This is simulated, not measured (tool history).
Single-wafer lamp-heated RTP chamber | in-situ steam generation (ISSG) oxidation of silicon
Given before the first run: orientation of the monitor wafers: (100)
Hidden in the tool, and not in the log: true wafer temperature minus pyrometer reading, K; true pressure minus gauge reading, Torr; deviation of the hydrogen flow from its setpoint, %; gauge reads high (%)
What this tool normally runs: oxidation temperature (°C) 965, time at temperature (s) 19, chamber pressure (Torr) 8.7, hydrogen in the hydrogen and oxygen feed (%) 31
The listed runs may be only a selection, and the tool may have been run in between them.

run	hour	oxidation temperature (°C)	time at temperature (s)	chamber pressure (Torr)	hydrogen in the hydrogen and oxygen feed (%)	wafers since the last listed run	wafers since the last pyrometer calibration	hours since the pressure gauge was zeroed	hours since the hydrogen flow controller was replaced	hours since the gauge calibration	read-back reference wafer on the same gauge, thickness	oxide thickness on the monitor wafer (angstrom)
1	0.0	965	19	8.7	31	0	1810	3098.0	73.8	1683.1	6.077	51.84
2	46.1	965	19	8.7	31	375	2185	3144.1	119.9	1729.2	6.074	51.48
3	99.0	965	19	9.7	31	430	2616	3197.0	172.8	1782.1	6.077	50.62
4	140.5	965	19	9.7	31	337	2954	3238.5	214.3	1823.6	6.069	50.50
5	186.6	965	19	8.7	32	375	3329	3284.6	260.4	1869.7	6.070	51.84
6	220.7	965	19	8.7	32	277	3607	3318.7	294.5	1903.8	6.071	51.72
7	258.8	965	19	8.7	32	310	3917	3356.8	332.6	1941.9	6.076	51.88
8	298.7	965	19	8.7	31	324	4242	3396.7	372.5	1981.8	6.072	51.52
# hour 314.5: pyrometer window cleaned and pyrometer calibrated
9	410.8	965	19	8.7	31	847	783	3508.8	484.6	2093.9	6.069	51.46
10	480.9	985	19	8.7	32	570	1354	3578.9	554.7	2164.0	6.072	55.68
# hour 545.4: pressure gauge zeroed
11	548.3	955	19	8.7	22	483	1838	2.9	622.1	2231.4	6.067	46.02
12	585.7	979	12	8.1	22	304	2142	40.3	659.5	2268.8	6.065	41.45
13	653.1	965	19	8.7	31	548	2691	107.7	726.9	2336.2	6.066	51.13
14	686.0	975	24	8.2	32	267	2959	140.6	759.8	2369.1	6.065	59.31
15	749.5	965	23	10.1	31	517	3476	204.1	823.3	2432.6	6.068	54.26
16	790.3	965	22	9.7	23	332	3808	244.9	864.1	2473.4	6.068	50.19
17	847.4	965	12	8.7	32	464	4273	302.0	921.2	2530.5	6.062	43.27
18	884.3	973	23	9.7	23	300	4573	338.9	958.1	2567.4	6.066	52.66
# hour 885.8: gauge calibrated
# hour 934.0: pyrometer window cleaned and pyrometer calibrated
19	934.5	965	19	8.7	31	343	4	389.1	1008.3	48.7	6.199	52.59
20	994.8	951	19	8.7	31	490	495	449.4	1068.6	109.0	6.188	50.10
21	1027.1	965	21	9.6	31	262	758	481.7	1100.9	141.3	6.178	53.77
22	1068.7	965	19	8.7	31	338	1096	523.3	1142.5	182.9	6.178	52.40
23	1137.6	965	19	8.7	31	560	1657	592.2	1211.4	251.8	6.168	52.46
24	1193.8	965	14	10.1	32	457	2115	648.4	1267.6	308.0	6.160	45.18
25	1250.4	945	19	8.7	32	460	2576	705.0	1324.2	364.6	6.148	49.75
26	1278.7	965	19	9.4	32	230	2806	733.3	1352.5	392.9	6.149	51.89
27	1303.7	981	15	9.8	32	203	3010	758.3	1377.5	417.9	6.150	49.10
28	1360.4	965	21	9.6	31	461	3471	815.0	1434.2	474.6	6.138	53.20
29	1412.0	953	26	7.7	26	420	3892	866.6	1485.8	526.2	6.133	54.74
# hour 1438.8: pyrometer window cleaned and pyrometer calibrated
30	1452.2	983	19	8.2	31	262	109	906.8	1526.0	566.4	6.129	55.65

What if the next run were any one of these 5? Each begins from the tool's condition after run 30:
A	1452.6	965	19	8.7	31	3	112	907.2	1526.4	566.8	?	?
B	1452.6	972	23	8.7	31	3	112	907.2	1526.4	566.8	?	?
C	1452.6	965	19	10.2	31	3	112	907.2	1526.4	566.8	?	?
D	1452.6	975	26	7.4	32	3	112	907.2	1526.4	566.8	?	?
E	1452.6	965	12	8.0	32	3	112	907.2	1526.4	566.8	?	?

run	read-back reference wafer on the same gauge, thickness	oxide thickness on the monitor wafer (angstrom)
A	6.133	51.96
B	6.133	57.64
C	6.133	50.31
D	6.133	62.73
E	6.133	44.28
Stripped of hidden state, with their random variation kept, the same runs would have yielded:
run	oxide thickness on the monitor wafer (angstrom)
A	52.61
B	58.37
C	50.95
D	63.52
E	44.84
